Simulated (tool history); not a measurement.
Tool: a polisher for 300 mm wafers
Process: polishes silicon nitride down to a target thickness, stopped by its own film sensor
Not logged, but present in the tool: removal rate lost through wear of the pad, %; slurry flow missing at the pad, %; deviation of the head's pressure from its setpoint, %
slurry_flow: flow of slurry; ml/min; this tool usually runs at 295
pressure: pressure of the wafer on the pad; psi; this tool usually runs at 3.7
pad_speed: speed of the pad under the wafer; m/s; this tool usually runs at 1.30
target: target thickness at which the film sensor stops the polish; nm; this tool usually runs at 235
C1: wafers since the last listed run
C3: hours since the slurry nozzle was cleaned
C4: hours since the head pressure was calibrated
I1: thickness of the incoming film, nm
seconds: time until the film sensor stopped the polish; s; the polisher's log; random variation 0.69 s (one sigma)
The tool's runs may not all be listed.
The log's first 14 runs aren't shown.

{"hour": 902.8, "done": "slurry nozzle cleaned"}
{"run": 15, "hour": 965.2, "slurry_flow": 325, "pressure": 3.7, "pad_speed": 1.3, "target": 235, "C1": 686, "wafers polished on this pad": 2340, "C3": 62.4, "C4": 383.7, "I1": 382.1, "seconds": 53.8}
{"run": 16, "hour": 1032.8, "slurry_flow": 215, "pressure": 4.3, "pad_speed": 1.3, "target": 191, "C1": 519, "wafers polished on this pad": 2859, "C3": 130.0, "C4": 451.3, "I1": 382.3, "seconds": 67.3}
{"hour": 1085.8, "done": "head pressure recalibrated"}
{"run": 17, "hour": 1104.2, "slurry_flow": 295, "pressure": 3.7, "pad_speed": 1.3, "target": 235, "C1": 533, "wafers polished on this pad": 3392, "C3": 201.4, "C4": 18.4, "I1": 375.9, "seconds": 51.2}
{"hour": 1181.7, "done": "worn pad replaced by a new one"}
{"run": 18, "hour": 1192.0, "slurry_flow": 295, "pressure": 2.7, "pad_speed": 1.3, "target": 197, "C1": 643, "wafers polished on this pad": 79, "C3": 289.2, "C4": 106.2, "I1": 375.2, "seconds": 84.0}
{"run": 19, "hour": 1266.5, "slurry_flow": 295, "pressure": 3.7, "pad_speed": 1.14, "target": 265, "C1": 572, "wafers polished on this pad": 651, "C3": 363.7, "C4": 180.7, "I1": 386.0, "seconds": 50.6}
{"run": 20, "hour": 1361.3, "slurry_flow": 255, "pressure": 4.4, "pad_speed": 0.98, "target": 203, "C1": 728, "wafers polished on this pad": 1379, "C3": 458.5, "C4": 275.5, "I1": 385.3, "seconds": 80.5}
{"hour": 1434.3, "done": "slurry nozzle cleaned, repeated, since the last time left the tool worse"}
{"run": 21, "hour": 1455.6, "slurry_flow": 295, "pressure": 2.7, "pad_speed": 1.3, "target": 197, "C1": 716, "wafers polished on this pad": 2096, "C3": 21.3, "C4": 369.8, "I1": 379.8, "seconds": 78.6}
{"hour": 1531.3, "done": "head pressure recalibrated"}
{"run": 22, "hour": 1551.0, "slurry_flow": 195, "pressure": 3.7, "pad_speed": 1.56, "target": 213, "C1": 717, "wafers polished on this pad": 2814, "C3": 116.7, "C4": 19.7, "I1": 383.5, "seconds": 55.3}
{"hour": 1605.3, "done": "worn pad replaced by a new one"}
{"run": 23, "hour": 1613.2, "slurry_flow": 295, "pressure": 3.7, "pad_speed": 1.3, "target": 235, "C1": 447, "wafers polished on this pad": 60, "C3": 178.9, "C4": 81.9, "I1": 378.0, "seconds": 50.7}
{"run": 24, "hour": 1689.1, "slurry_flow": 380, "pressure": 4.8, "pad_speed": 1.7, "target": 203, "C1": 583, "wafers polished on this pad": 644, "C3": 254.8, "C4": 157.8, "I1": 376.7, "seconds": 39.3}
{"run": 25, "hour": 1782.7, "slurry_flow": 295, "pressure": 3.7, "pad_speed": 1.3, "target": 235, "C1": 719, "wafers polished on this pad": 1363, "C3": 348.4, "C4": 251.4, "I1": 386.6, "seconds": 54.1}
{"run": 26, "hour": 1828.0, "slurry_flow": 295, "pressure": 3.7, "pad_speed": 1.3, "target": 207, "C1": 348, "wafers polished on this pad": 1711, "C3": 393.7, "C4": 296.7, "I1": 381.4, "seconds": 60.9}
{"run": 27, "hour": 1933.1, "slurry_flow": 295, "pressure": 4.1, "pad_speed": 0.92, "target": 271, "C1": 807, "wafers polished on this pad": 2519, "C3": 498.8, "C4": 401.8, "I1": 382.3, "seconds": 48.4}
{"hour": 1986.7, "done": "slurry nozzle cleaned"}
{"run": 28, "hour": 1987.5, "slurry_flow": 295, "pressure": 4.6, "pad_speed": 0.9, "target": 235, "C1": 410, "wafers polished on this pad": 2929, "C3": 0.8, "C4": 456.2, "I1": 381.3, "seconds": 56.6}
{"hour": 1998.1, "done": "head pressure recalibrated"}
{"run": 29, "hour": 2077.4, "slurry_flow": 295, "pressure": 3.7, "pad_speed": 1.3, "target": 252, "C1": 675, "wafers polished on this pad": 3604, "C3": 90.7, "C4": 79.3, "I1": 376.5, "seconds": 42.7}
{"hour": 2092.8, "done": "worn pad replaced by a new one"}
{"run": 30, "hour": 2173.8, "slurry_flow": 215, "pressure": 3.2, "pad_speed": 1.62, "target": 265, "C1": 710, "wafers polished on this pad": 622, "C3": 187.1, "C4": 175.7, "I1": 382.6, "seconds": 39.7}
{"run": 31, "hour": 2273.8, "slurry_flow": 350, "pressure": 3.7, "pad_speed": 1.08, "target": 221, "C1": 768, "wafers polished on this pad": 1390, "C3": 287.1, "C4": 275.7, "I1": 386.1, "seconds": 66.9}

Predict each of these 4 candidate next runs independently; none follows another, all start after run 31:
{"run": "A", "hour": 2274.2, "slurry_flow": 295, "pressure": 3.7, "pad_speed": 1.3, "target": 235, "C1": 3, "wafers polished on this pad": 1393, "C3": 287.5, "C4": 276.1, "I1": 383.2, "seconds": "?"}
{"run": "B", "hour": 2274.2, "slurry_flow": 295, "pressure": 3.7, "pad_speed": 0.88, "target": 235, "C1": 3, "wafers polished on this pad": 1393, "C3": 287.5, "C4": 276.1, "I1": 383.2, "seconds": "?"}
{"run": "C", "hour": 2274.2, "slurry_flow": 230, "pressure": 4.3, "pad_speed": 1.3, "target": 190, "C1": 3, "wafers polished on this pad": 1393, "C3": 287.5, "C4": 276.1, "I1": 383.2, "seconds": "?"}
{"run": "D", "hour": 2274.2, "slurry_flow": 225, "pressure": 3.7, "pad_speed": 1.3, "target": 283, "C1": 3, "wafers polished on this pad": 1393, "C3": 287.5, "C4": 276.1, "I1": 383.2, "seconds": "?"}

run=A seconds=51.6
run=B seconds=70.5
run=C seconds=62.0
run=D seconds=36.1
Had the tool no hidden state, the same runs would have come out as:
run=A seconds=50.8
run=B seconds=69.4
run=C seconds=60.8
run=D seconds=35.4
